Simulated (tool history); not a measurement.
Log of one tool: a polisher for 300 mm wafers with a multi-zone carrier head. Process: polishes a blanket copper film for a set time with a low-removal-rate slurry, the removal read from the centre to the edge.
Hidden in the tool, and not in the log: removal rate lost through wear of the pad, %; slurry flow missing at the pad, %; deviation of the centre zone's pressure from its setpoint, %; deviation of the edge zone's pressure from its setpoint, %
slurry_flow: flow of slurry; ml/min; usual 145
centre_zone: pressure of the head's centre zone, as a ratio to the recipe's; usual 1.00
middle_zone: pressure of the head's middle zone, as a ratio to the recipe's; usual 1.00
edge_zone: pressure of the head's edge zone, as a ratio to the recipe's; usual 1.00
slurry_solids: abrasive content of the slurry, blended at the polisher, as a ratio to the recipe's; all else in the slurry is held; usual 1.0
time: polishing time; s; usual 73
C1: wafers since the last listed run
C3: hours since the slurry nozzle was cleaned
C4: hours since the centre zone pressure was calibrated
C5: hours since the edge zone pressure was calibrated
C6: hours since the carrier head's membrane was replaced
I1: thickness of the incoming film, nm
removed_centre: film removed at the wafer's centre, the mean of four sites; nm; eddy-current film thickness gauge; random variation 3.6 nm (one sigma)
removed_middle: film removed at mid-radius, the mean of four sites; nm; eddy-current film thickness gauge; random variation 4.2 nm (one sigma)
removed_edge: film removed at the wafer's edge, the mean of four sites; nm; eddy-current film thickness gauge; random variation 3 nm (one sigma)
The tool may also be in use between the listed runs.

Run 1, hour 0.0: usual settings; C1 0; wafers polished on this pad 552; C3 582.0; C4 85.7; C5 936.9; C6 1197.8; I1 1505.3. Result: removed_centre 298.3 nm, removed_middle 308.3 nm, removed_edge 299.7 nm.
Run 2, hour 85.6: usual settings; C1 823; wafers polished on this pad 1375; C3 667.6; C4 171.3; C5 1022.5; C6 1283.4; I1 1506.8. Result: removed_centre 285.4 nm, removed_middle 287.2 nm, removed_edge 286.8 nm.
At hour 185.7: slurry nozzle cleaned.
At hour 189.8: worn pad replaced by a new one.
Run 3, hour 190.3: usual settings; C1 959; wafers polished on this pad 4; C3 4.6; C4 276.0; C5 1127.2; C6 1388.1; I1 1518.0. Result: removed_centre 320.5 nm, removed_middle 316.4 nm, removed_edge 321.3 nm.
Run 4, hour 287.2: usual settings; C1 932; wafers polished on this pad 936; C3 101.5; C4 372.9; C5 1224.1; C6 1485.0; I1 1516.6. Result: removed_centre 296.9 nm, removed_middle 296.5 nm, removed_edge 293.2 nm.
Run 5, hour 379.4: usual settings; C1 886; wafers polished on this pad 1823; C3 193.7; C4 465.1; C5 1316.3; C6 1577.2; I1 1505.0. Result: removed_centre 289.6 nm, removed_middle 278.6 nm, removed_edge 287.0 nm.
At hour 422.8: worn pad replaced by a new one.
Run 6, hour 423.3: usual settings; C1 383; wafers polished on this pad 5; C3 237.6; C4 509.0; C5 1360.2; C6 1621.1; I1 1479.7. Result: removed_centre 323.9 nm, removed_middle 326.1 nm, removed_edge 322.7 nm.
At hour 432.0: carrier head's membrane replaced by a new one.
At hour 484.2: edge zone pressure recalibrated.
Run 7, hour 511.1: usual settings; C1 777; wafers polished on this pad 782; C3 325.4; C4 596.8; C5 26.9; C6 79.1; I1 1493.6. Result: removed_centre 293.7 nm, removed_middle 292.5 nm, removed_edge 292.1 nm.
Run 8, hour 582.5: usual settings; C1 686; wafers polished on this pad 1469; C3 396.8; C4 668.2; C5 98.3; C6 150.5; I1 1497.5. Result: removed_centre 291.9 nm, removed_middle 289.9 nm, removed_edge 283.2 nm.
At hour 633.2: worn pad replaced by a new one.
Run 9, hour 650.5: usual settings but centre_zone 0.94, edge_zone 1.12; C1 615; wafers polished on this pad 166; C3 464.8; C4 736.2; C5 166.3; C6 218.5; I1 1509.7. Result: removed_centre 293.8 nm, removed_middle 314.1 nm, removed_edge 331.2 nm.
Run 10, hour 698.1: usual settings; C1 457; wafers polished on this pad 624; C3 512.4; C4 783.8; C5 213.9; C6 266.1; I1 1505.4. Result: removed_centre 300.1 nm, removed_middle 304.7 nm, removed_edge 298.7 nm.
Run 11, hour 765.2: usual settings but slurry_flow 110 ml/min, edge_zone 1.07; C1 645; wafers polished on this pad 1270; C3 579.5; C4 850.9; C5 281.0; C6 333.2; I1 1468.3. Result: removed_centre 273.1 nm, removed_middle 276.9 nm, removed_edge 285.7 nm.
Run 12, hour 821.4: usual settings but slurry_flow 110 ml/min, edge_zone 1.07; C1 540; wafers polished on this pad 1811; C3 635.7; C4 907.1; C5 337.2; C6 389.4; I1 1515.4. Result: removed_centre 262.1 nm, removed_middle 267.9 nm, removed_edge 278.7 nm.
At hour 862.2: worn pad replaced by a new one.
At hour 907.5: centre zone pressure recalibrated.
Run 13, hour 910.0: usual settings but centre_zone 0.94, edge_zone 1.12; C1 794; wafers polished on this pad 440; C3 724.3; C4 2.5; C5 425.8; C6 478.0; I1 1493.5. Result: removed_centre 281.6 nm, removed_middle 309.2 nm, removed_edge 318.5 nm.
At hour 929.6: slurry nozzle cleaned.
Run 14, hour 1006.0: usual settings but centre_zone 0.95; C1 913; wafers polished on this pad 1354; C3 76.4; C4 98.5; C5 521.8; C6 574.0; I1 1488.8. Result: removed_centre 270.6 nm, removed_middle 286.2 nm, removed_edge 291.2 nm.
Run 15, hour 1072.3: usual settings but middle_zone 1.09, edge_zone 0.94, slurry_solids 0.8; C1 637; wafers polished on this pad 1992; C3 142.7; C4 164.8; C5 588.1; C6 640.3; I1 1496.8. Result: removed_centre 260.2 nm, removed_middle 284.3 nm, removed_edge 256.2 nm.
At hour 1088.4: worn pad replaced by a new one.
Run 16, hour 1117.1: usual settings but middle_zone 0.96; C1 392; wafers polished on this pad 276; C3 187.5; C4 209.6; C5 632.9; C6 685.1; I1 1508.0. Result: removed_centre 315.0 nm, removed_middle 306.0 nm, removed_edge 307.3 nm.

Run 17 comes next. What will it give?
Run 17, hour 1171.4: usual settings but slurry_flow 125 ml/min; C1 522; wafers polished on this pad 798; C3 241.8; C4 263.9; C5 687.2; C6 739.4; I1 1489.3. Result: removed_centre ?, removed_middle ?, removed_edge ?.

Run 17 gave removed_centre 280.9 nm, removed_middle 288.1 nm, removed_edge 293.4 nm.
Without the tool's hidden state the same run would have given removed_centre 304.8 nm, removed_middle 312.6 nm, removed_edge 318.3 nm.
